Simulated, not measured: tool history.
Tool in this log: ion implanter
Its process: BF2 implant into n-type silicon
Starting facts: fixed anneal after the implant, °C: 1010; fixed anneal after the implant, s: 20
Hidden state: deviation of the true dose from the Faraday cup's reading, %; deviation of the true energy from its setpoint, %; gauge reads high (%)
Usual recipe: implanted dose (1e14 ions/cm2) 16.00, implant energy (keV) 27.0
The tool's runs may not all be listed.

run,day,implanted dose (1e14 ions/cm2),implant energy (keV),wafers since the last listed run,hours since the last dose calibration,hours since the extraction supply was calibrated,hours since the gauge calibration,"read-back reference wafer on the same gauge, sheet resistance",sheet resistance of the implanted and annealed layer (ohm/square)
1,0.000,16.00,25.0,0,1799.6,5354.6,2620.6,147.04,125.88
2,1.546,16.00,25.0,794,1836.7,5391.7,2657.7,146.99,125.76
3,3.125,16.00,27.0,811,1874.6,5429.6,2695.6,146.99,121.04
4,6.017,13.58,24.0,1486,1944.0,5499.0,2765.0,147.01,131.78
# day 7.192: Faraday cup replaced and dose calibrated
5,8.212,13.58,24.0,957,24.5,5551.7,2817.7,146.97,131.73
6,10.383,13.58,24.0,1115,76.6,5603.8,2869.8,147.03,131.85
7,12.975,16.00,27.0,1332,138.8,5666.0,2932.0,147.01,121.09
8,15.262,16.00,27.0,1175,193.7,5720.9,2986.9,147.05,121.26
9,19.483,16.00,32.5,2169,295.0,5822.2,3088.2,146.97,111.12
10,23.875,17.99,27.0,2257,400.4,5927.6,3193.6,146.99,119.16
11,25.600,17.99,27.0,886,441.8,5969.0,3235.0,147.01,119.01
12,30.092,16.00,36.0,2309,549.6,6076.8,3342.8,146.94,105.93
13,33.367,13.71,31.5,1683,628.2,6155.4,3421.4,147.05,116.41
# day 34.983: extraction supply calibrated
14,36.800,19.12,29.5,1593,710.6,43.6,3503.8,146.98,116.19
15,39.350,13.71,34.5,1310,771.8,104.8,3565.0,147.03,115.09
# day 41.042: gauge calibrated
16,41.212,11.99,21.0,957,816.5,149.5,4.1,146.95,146.33
17,46.788,11.35,22.0,2865,950.3,283.3,137.9,147.01,145.89
18,49.288,16.00,27.0,1285,1010.3,343.3,197.9,147.05,123.63
19,52.392,16.00,34.0,1595,1084.8,417.8,272.4,147.03,111.33
20,56.379,13.72,22.0,2049,1180.5,513.5,368.1,146.98,139.33
21,59.942,19.84,27.0,1831,1266.0,599.0,453.6,147.01,120.78
22,63.067,16.00,27.0,1606,1341.0,674.0,528.6,147.02,124.05
23,66.200,16.00,27.0,1610,1416.2,749.2,603.8,146.97,123.68
24,69.604,16.00,20.0,1750,1497.9,830.9,685.5,146.96,140.70
25,72.862,13.19,19.5,1675,1576.1,909.1,763.7,147.02,147.18
26,75.621,16.00,27.0,1418,1642.3,975.3,829.9,146.97,123.74
27,79.600,16.00,27.0,2045,1737.8,1070.8,925.4,147.03,123.20
28,81.571,16.00,20.0,1013,1785.1,1118.1,972.7,147.01,140.61
29,84.142,16.00,27.0,1321,1846.8,1179.8,1034.4,146.92,123.62
# day 85.612: Faraday cup replaced and dose calibrated
30,87.171,14.80,34.5,1385,37.4,1252.5,1107.1,146.97,112.11
31,88.850,11.53,29.5,863,77.7,1292.8,1147.4,146.96,129.14
32,90.983,19.81,19.0,1096,128.9,1344.0,1198.6,146.93,140.46
33,93.400,12.56,23.5,1242,186.9,1402.0,1256.6,146.97,137.63
34,96.621,13.89,20.5,1655,264.2,1479.3,1333.9,147.02,142.56
35,100.746,16.00,34.5,2120,363.2,1578.3,1432.9,146.97,110.59
36,107.192,16.00,27.0,3313,517.9,1733.0,1587.6,146.97,123.25

Had the tool no unlogged condition, and each run kept its random variation, what would the results have been?
run,sheet resistance of the implanted and annealed layer (ohm/square)
1,128.15
2,128.05
3,123.31
4,134.18
5,134.16
6,134.33
7,123.55
8,123.77
9,113.53
10,121.85
11,121.73
12,108.41
13,119.06
14,115.99
15,114.91
16,146.12
17,145.68
18,123.43
19,111.15
20,139.14
21,120.60
22,123.88
23,123.52
24,140.54
25,147.03
26,123.61
27,123.08
28,140.50
29,123.53
30,112.03
31,129.07
32,140.39
33,137.58
34,142.52
35,110.58
36,123.27

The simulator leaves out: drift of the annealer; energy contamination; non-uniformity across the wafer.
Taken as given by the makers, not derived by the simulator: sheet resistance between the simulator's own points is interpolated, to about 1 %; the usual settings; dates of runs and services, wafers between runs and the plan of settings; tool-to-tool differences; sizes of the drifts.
